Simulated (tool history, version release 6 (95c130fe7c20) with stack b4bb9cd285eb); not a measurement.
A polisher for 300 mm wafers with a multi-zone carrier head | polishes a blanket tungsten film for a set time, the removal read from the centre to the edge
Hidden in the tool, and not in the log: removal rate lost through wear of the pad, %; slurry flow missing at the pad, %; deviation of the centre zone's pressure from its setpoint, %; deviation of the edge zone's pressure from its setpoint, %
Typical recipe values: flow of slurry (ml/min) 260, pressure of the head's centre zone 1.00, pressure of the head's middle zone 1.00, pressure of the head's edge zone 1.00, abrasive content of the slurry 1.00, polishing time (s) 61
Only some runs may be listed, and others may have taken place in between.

run    hour  flow of slurry (ml/min)  pressure of the head's centre zone  pressure of the head's middle zone  pressure of the head's edge zone  abrasive content of the slurry  polishing time (s)  wafers since the last listed run  wafers polished on this pad  hours since the slurry nozzle was cleaned  hours since the centre zone pressure was calibrated  hours since the edge zone pressure was calibrated  hours since the carrier head's membrane was replaced  incoming thickness of the incoming film, nm  film removed at the wafer's centre (Å)  film removed at mid-radius (Å)  film removed at the wafer's edge (Å)
  1     0.0                      260                                1.00                                1.00                              1.00                            1.00                  61                                 0                          474                                      168.8                                                621.9                                              165.7                                                 896.5                                       1472.6                                    2696                            2796                                  2593
  2    53.7                      260                                1.00                                0.90                              1.04                            0.80                  61                               500                          975                                      222.5                                                675.6                                              219.4                                                 950.2                                       1426.2                                    2529                            2363                                  2455
  3   103.8                      260                                1.03                                1.00                              1.00                            1.00                  61                               467                         1442                                      272.6                                                725.7                                              269.5                                                1000.3                                       1426.7                                    2629                            2681                                  2408
  4   150.2                      260                                1.00                                1.00                              1.00                            1.00                  61                               432                         1875                                      319.0                                                772.1                                              315.9                                                1046.7                                       1461.7                                    2544                            2624                                  2413
      206.8  -- centre zone pressure recalibrated
  5   246.7                      260                                1.00                                1.00                              1.12                            1.30                  61                               881                         2756                                      415.5                                                 39.9                                              412.4                                                1143.2                                       1450.7                                    2580                            2690                                  2618
  6   341.7                      260                                1.00                                1.00                              1.00                            1.00                  61                               885                         3641                                      510.5                                                134.9                                              507.4                                                1238.2                                       1424.1                                    2446                            2531                                  2366
      382.0  -- carrier head's membrane replaced by a new one
  7   386.1                      260                                1.00                                1.00                              1.00                            1.00                  61                               367                         4009                                      554.9                                                179.3                                              551.8                                                   4.1                                       1431.8                                    2438                            2529                                  2355
  8   425.6                      215                                1.00                                1.00                              1.07                            1.20                  53                               368                         4377                                      594.4                                                218.8                                              591.3                                                  43.6                                       1443.6                                    2137                            2203                                  2154
  9   479.2                      260                                1.00                                0.90                              1.00                            1.00                  61                               499                         4877                                      648.0                                                272.4                                              644.9                                                  97.2                                       1428.4                                    2401                            2309                                  2339
      498.9  -- worn pad replaced by a new one
 10   538.8                      330                                1.00                                1.00                              1.00                            0.75                  81                               518                          372                                      707.6                                                332.0                                              704.5                                                 156.8                                       1460.6                                    3603                            3686                                  3381
      599.1  -- slurry nozzle cleaned
 11   622.1                      260                                1.12                                0.94                              1.07                            1.00                  61                               767                         1139                                       23.0                                                415.3                                              787.8                                                 240.1                                       1428.2                                    2922                            2570                                  2549
 12   706.2                      300                                1.00                                1.00                              1.00                            1.00                  49                               784                         1923                                      107.1                                                499.4                                              871.9                                                 324.2                                       1440.5                                    2070                            2146                                  1990
 13   743.4                      260                                1.00                                1.06                              1.00                            0.85                  61                               346                         2270                                      144.3                                                536.6                                              909.1                                                 361.4                                       1456.1                                    2444                            2671                                  2365
 14   819.2                      260                                1.00                                1.09                              1.00                            1.00                  61                               706                         2977                                      220.1                                                612.4                                              984.9                                                 437.2                                       1433.7                                    2492                            2766                                  2437
 15   865.5                      260                                1.00                                1.00                              1.00                            1.00                  61                               431                         3408                                      266.4                                                658.7                                             1031.2                                                 483.5                                       1435.8                                    2523                            2564                                  2344
 16   918.6                      215                                1.04                                1.09                              1.09                            1.00                  61                               495                         3903                                      319.5                                                711.8                                             1084.3                                                 536.6                                       1433.7                                    2494                            2692                                  2375
 17   955.9                      260                                1.00                                1.10                              1.00                            1.00                  61                               347                         4251                                      356.8                                                749.1                                             1121.6                                                 573.9                                       1442.5                                    2463                            2731                                  2383
      984.8  -- edge zone pressure recalibrated
      990.1  -- worn pad replaced by a new one
      998.7  -- centre zone pressure recalibrated
 18  1036.1                      260                                1.12                                1.00                              1.00                            1.00                  61                               673                          410                                      437.0                                                 37.4                                               51.3                                                 654.1                                       1435.7                                    3098                            2808                                  2604

The next listed run, before its measurement:
 19  1084.3                      260                                1.00                                1.00                              1.00                            1.00                  61                               449                          859                                      485.2                                                 85.6                                               99.5                                                 702.3                                       1440.1                                       ?                               ?                                     ?

{"run 19": {"film removed at the wafer's centre (Å)": 2611, "film removed at mid-radius (Å)": 2694, "film removed at the wafer's edge (Å)": 2521}}
Take away the tool's hidden state, keep the run-to-run variation as it was, and the same run would have given film removed at the wafer's centre (Å) 2783, film removed at mid-radius (Å) 2872, film removed at the wafer's edge (Å) 2688.

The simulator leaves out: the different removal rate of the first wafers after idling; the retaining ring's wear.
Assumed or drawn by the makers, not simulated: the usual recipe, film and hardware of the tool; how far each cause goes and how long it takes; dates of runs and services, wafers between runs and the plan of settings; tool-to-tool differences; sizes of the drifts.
